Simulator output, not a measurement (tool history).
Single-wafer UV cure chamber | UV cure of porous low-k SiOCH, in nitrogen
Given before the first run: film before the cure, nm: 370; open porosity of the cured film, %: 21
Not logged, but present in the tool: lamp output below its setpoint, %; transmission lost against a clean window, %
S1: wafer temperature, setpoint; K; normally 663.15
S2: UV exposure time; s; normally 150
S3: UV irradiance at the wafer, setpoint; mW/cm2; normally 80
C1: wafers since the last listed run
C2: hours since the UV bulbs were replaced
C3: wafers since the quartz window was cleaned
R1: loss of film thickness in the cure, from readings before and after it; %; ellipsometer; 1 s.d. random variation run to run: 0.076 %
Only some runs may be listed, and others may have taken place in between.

Run 1, hour 0.0: usual settings; C1 0; C2 2151.6; C3 1658. Result: R1 7.161 %.
Run 2, hour 33.9: usual settings; C1 183; C2 2185.5; C3 1842. Result: R1 6.976 %.
Run 3, hour 53.1: usual settings; C1 104; C2 2204.7; C3 1946. Result: R1 6.954 %.
Run 4, hour 74.9: usual settings but S3 54 mW/cm2; C1 118; C2 2226.5; C3 2064. Result: R1 5.395 %.
Run 5, hour 91.1: usual settings but S2 90 s; C1 87; C2 2242.7; C3 2152. Result: R1 4.766 %.
At hour 120.1: quartz window cleaned.
Run 6, hour 120.6: usual settings but S2 90 s; C1 116; C2 2272.2; C3 2. Result: R1 5.301 %.
At hour 158.7: UV bulbs replaced.
Run 7, hour 159.2: usual settings but S2 90 s; C1 165; C2 0.5; C3 168. Result: R1 7.125 %.
Run 8, hour 172.8: usual settings; C1 73; C2 14.1; C3 242. Result: R1 9.328 %.
Run 9, hour 184.9: usual settings but S1 676.15 K, S2 120 s; C1 65; C2 26.2; C3 307. Result: R1 8.393 %.
Run 10, hour 197.3: usual settings but S1 647.15 K, S2 215 s, S3 45 mW/cm2; C1 67; C2 38.6; C3 375. Result: R1 8.014 %.
Run 11, hour 233.1: usual settings but S1 647.15 K, S2 215 s, S3 45 mW/cm2; C1 194; C2 74.4; C3 569. Result: R1 7.964 %.
Run 12, hour 252.1: usual settings but S1 651.15 K, S2 230 s, S3 111 mW/cm2; C1 102; C2 93.4; C3 672. Result: R1 12.409 %.
Run 13, hour 264.9: usual settings but S1 643.15 K, S2 85 s, S3 120 mW/cm2; C1 69; C2 106.2; C3 741. Result: R1 8.065 %.
Run 14, hour 296.3: usual settings but S1 653.15 K, S2 230 s; C1 170; C2 137.6; C3 911. Result: R1 11.042 %.
Run 15, hour 315.3: usual settings; C1 102; C2 156.6; C3 1014. Result: R1 9.064 %.
Run 16, hour 336.1: usual settings but S1 652.15 K, S2 125 s; C1 112; C2 177.4; C3 1127. Result: R1 8.128 %.

Predict each of these 3 candidate next runs independently; none follows another, all start after run 16:
Run A, hour 336.6: usual settings; C1 2; C2 177.9; C3 1130. Result: R1 ?.
Run B, hour 336.6: usual settings but S1 675.15 K, S2 225 s, S3 66 mW/cm2; C1 2; C2 177.9; C3 1130. Result: R1 ?.
Run C, hour 336.6: usual settings but S1 683.15 K, S2 105 s, S3 56 mW/cm2; C1 2; C2 177.9; C3 1130. Result: R1 ?.

run      R1
  A   9.205
  B  10.422
  C   6.408
With no hidden state in the tool, these same runs would have given:
run      R1
  A   9.511
  B  10.738
  C   6.682
